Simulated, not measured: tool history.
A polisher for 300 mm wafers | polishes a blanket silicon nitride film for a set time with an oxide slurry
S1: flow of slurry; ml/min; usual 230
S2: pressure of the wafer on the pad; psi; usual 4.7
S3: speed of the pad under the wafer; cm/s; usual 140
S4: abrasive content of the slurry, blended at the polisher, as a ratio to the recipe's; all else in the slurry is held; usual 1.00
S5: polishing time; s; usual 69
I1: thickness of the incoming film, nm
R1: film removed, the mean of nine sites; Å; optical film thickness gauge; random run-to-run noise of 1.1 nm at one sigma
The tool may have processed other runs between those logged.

{"run": 1, "hour": 0.0, "S1": 230, "S2": 4.7, "S3": 140, "S4": 1.0, "S5": 69, "I1": 453.1, "R1": 828}
{"run": 2, "hour": 11.3, "S1": 230, "S2": 4.7, "S3": 140, "S4": 1.0, "S5": 75, "I1": 449.5, "R1": 887}
{"run": 3, "hour": 23.1, "S1": 230, "S2": 4.7, "S3": 140, "S4": 1.0, "S5": 69, "I1": 453.9, "R1": 776}
{"run": 4, "hour": 30.8, "S1": 230, "S2": 4.7, "S3": 140, "S4": 1.05, "S5": 69, "I1": 454.8, "R1": 785}
{"run": 5, "hour": 39.0, "S1": 230, "S2": 4.7, "S3": 140, "S4": 1.05, "S5": 69, "I1": 462.6, "R1": 785}
{"hour": 47.7, "done": "worn pad replaced by a new one"}
{"run": 6, "hour": 49.0, "S1": 230, "S2": 4.7, "S3": 140, "S4": 1.15, "S5": 69, "I1": 468.2, "R1": 884}
{"run": 7, "hour": 58.6, "S1": 230, "S2": 4.7, "S3": 140, "S4": 1.15, "S5": 69, "I1": 464.3, "R1": 868}
{"run": 8, "hour": 68.2, "S1": 230, "S2": 4.7, "S3": 140, "S4": 1.15, "S5": 69, "I1": 459.5, "R1": 871}
{"hour": 76.9, "done": "head pressure recalibrated"}
{"run": 9, "hour": 84.8, "S1": 230, "S2": 5.9, "S3": 140, "S4": 1.0, "S5": 69, "I1": 452.1, "R1": 956}
{"hour": 99.0, "done": "slurry blender recalibrated"}
{"run": 10, "hour": 99.7, "S1": 230, "S2": 4.7, "S3": 140, "S4": 1.0, "S5": 84, "I1": 452.9, "R1": 1012}
{"run": 11, "hour": 112.1, "S1": 230, "S2": 4.7, "S3": 140, "S4": 1.0, "S5": 69, "I1": 461.3, "R1": 807}
{"run": 12, "hour": 118.9, "S1": 230, "S2": 4.7, "S3": 140, "S4": 1.0, "S5": 69, "I1": 464.3, "R1": 804}
{"hour": 124.4, "done": "conditioning disc replaced and pad reconditioned"}
{"hour": 128.6, "done": "worn pad replaced by a new one"}
{"run": 13, "hour": 145.9, "S1": 230, "S2": 4.7, "S3": 140, "S4": 1.0, "S5": 69, "I1": 458.8, "R1": 879}
{"hour": 165.2, "done": "slurry nozzle cleaned"}
{"run": 14, "hour": 197.7, "S1": 230, "S2": 5.2, "S3": 140, "S4": 1.15, "S5": 82, "I1": 466.3, "R1": 1069}
{"run": 15, "hour": 205.6, "S1": 230, "S2": 5.4, "S3": 140, "S4": 1.0, "S5": 49, "I1": 454.0, "R1": 608}
{"hour": 216.1, "done": "worn pad replaced by a new one"}
{"run": 16, "hour": 218.9, "S1": 230, "S2": 4.7, "S3": 186, "S4": 1.0, "S5": 47, "I1": 467.6, "R1": 734}
{"run": 17, "hour": 236.0, "S1": 300, "S2": 4.7, "S3": 140, "S4": 1.0, "S5": 69, "I1": 459.4, "R1": 871}

5 ways to go on from here, each from the tool as it stands after run 17. What would each give?
{"run": "A", "hour": 236.4, "S1": 230, "S2": 4.7, "S3": 140, "S4": 1.0, "S5": 69, "I1": 460.4, "R1": "?"}
{"run": "B", "hour": 236.4, "S1": 160, "S2": 3.6, "S3": 186, "S4": 1.0, "S5": 59, "I1": 460.4, "R1": "?"}
{"run": "C", "hour": 236.4, "S1": 200, "S2": 4.7, "S3": 120, "S4": 1.0, "S5": 62, "I1": 460.4, "R1": "?"}
{"run": "D", "hour": 236.4, "S1": 205, "S2": 4.7, "S3": 140, "S4": 1.0, "S5": 69, "I1": 460.4, "R1": "?"}
{"run": "E", "hour": 236.4, "S1": 200, "S2": 3.2, "S3": 140, "S4": 1.15, "S5": 82, "I1": 460.4, "R1": "?"}

run=A R1=846
run=B R1=701
run=C R1=665
run=D R1=838
run=E R1=769
Take away the tool's hidden state, keep each run's random variation, and the runs would have read:
run=A R1=909
run=B R1=753
run=C R1=715
run=D R1=900
run=E R1=822
